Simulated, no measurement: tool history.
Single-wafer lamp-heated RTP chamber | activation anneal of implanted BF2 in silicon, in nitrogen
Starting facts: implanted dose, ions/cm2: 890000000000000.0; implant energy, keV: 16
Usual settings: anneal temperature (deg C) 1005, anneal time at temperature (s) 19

run	hour	anneal temperature (deg C)	anneal time at temperature (s)	wafers since the last listed run	wafers since the last pyrometer calibration	wafers since the reflector plate was cleaned	hours since the gauge calibration	read-back reference wafer on the same gauge, sheet resistance	sheet resistance of the implanted and annealed layer (ohm/square)
1	0.0	1005	25	0	3832	1476	236.0	192.78	213.87
2	6.9	1005	25	122	3954	1598	242.9	193.02	214.79
3	14.6	1005	19	136	4090	1734	250.6	192.81	225.31
4	31.4	1005	19	297	4387	2032	267.4	193.34	223.85
5	40.0	1005	19	152	4539	2184	276.0	192.60	223.74
6	55.6	1005	19	275	4815	2460	291.6	193.26	222.61
7	69.2	1005	19	240	5056	2700	305.2	193.11	220.89
8	85.2	1025	19	283	5339	2983	321.2	193.12	199.77
9	136.8	1025	19	912	6252	3896	372.8	193.06	193.91
10	151.3	1005	19	256	6508	4153	387.3	193.00	213.36
# hour 166.6: pyrometer window cleaned and pyrometer calibrated
11	167.1	984	25	137	9	4291	403.1	192.89	252.60
# hour 174.6: gauge calibrated
12	178.0	984	25	192	202	4483	3.4	193.29	250.44
13	190.9	1005	23	228	430	4712	16.3	192.87	219.05
# hour 217.0: reflector plate cleaned
14	217.5	979	23	329	759	8	42.9	192.88	270.61
15	232.1	1005	19	258	1017	267	57.5	193.08	230.60
16	247.2	1022	8	267	1285	534	72.6	192.85	235.65
17	255.8	979	24	152	1437	686	81.2	192.60	269.85
18	272.0	1005	19	286	1723	972	97.4	193.17	228.51
19	286.1	1018	25	249	1973	1222	111.5	192.59	202.44
20	294.3	1021	8	145	2118	1367	119.7	192.95	235.70
21	301.6	996	23	129	2247	1496	127.0	192.99	236.17
22	311.6	990	28	176	2424	1673	137.0	193.35	238.66
23	323.1	1005	19	203	2627	1876	148.5	192.72	227.77
24	331.6	980	19	150	2778	2027	157.0	193.19	271.32
25	341.9	1005	19	182	2960	2209	167.3	193.13	228.16
26	348.2	1005	19	111	3071	2320	173.6	193.01	227.70

5 ways to go on from here, each from the tool as it stands after run 26. What would each give?
A	348.6	1005	19	7	3078	2327	174.0	?	?
B	348.6	995	27	7	3078	2327	174.0	?	?
C	348.6	1025	9	7	3078	2327	174.0	?	?
D	348.6	993	12	7	3078	2327	174.0	?	?
E	348.6	989	10	7	3078	2327	174.0	?	?

run	read-back reference wafer on the same gauge, sheet resistance	sheet resistance of the implanted and annealed layer (ohm/square)
A	193.07	228.07
B	193.07	231.00
C	193.07	226.63
D	193.07	263.48
E	193.07	276.36
What these runs would have given with no unlogged condition in the tool:
run	sheet resistance of the implanted and annealed layer (ohm/square)
A	234.09
B	237.94
C	232.13
D	270.31
E	283.53

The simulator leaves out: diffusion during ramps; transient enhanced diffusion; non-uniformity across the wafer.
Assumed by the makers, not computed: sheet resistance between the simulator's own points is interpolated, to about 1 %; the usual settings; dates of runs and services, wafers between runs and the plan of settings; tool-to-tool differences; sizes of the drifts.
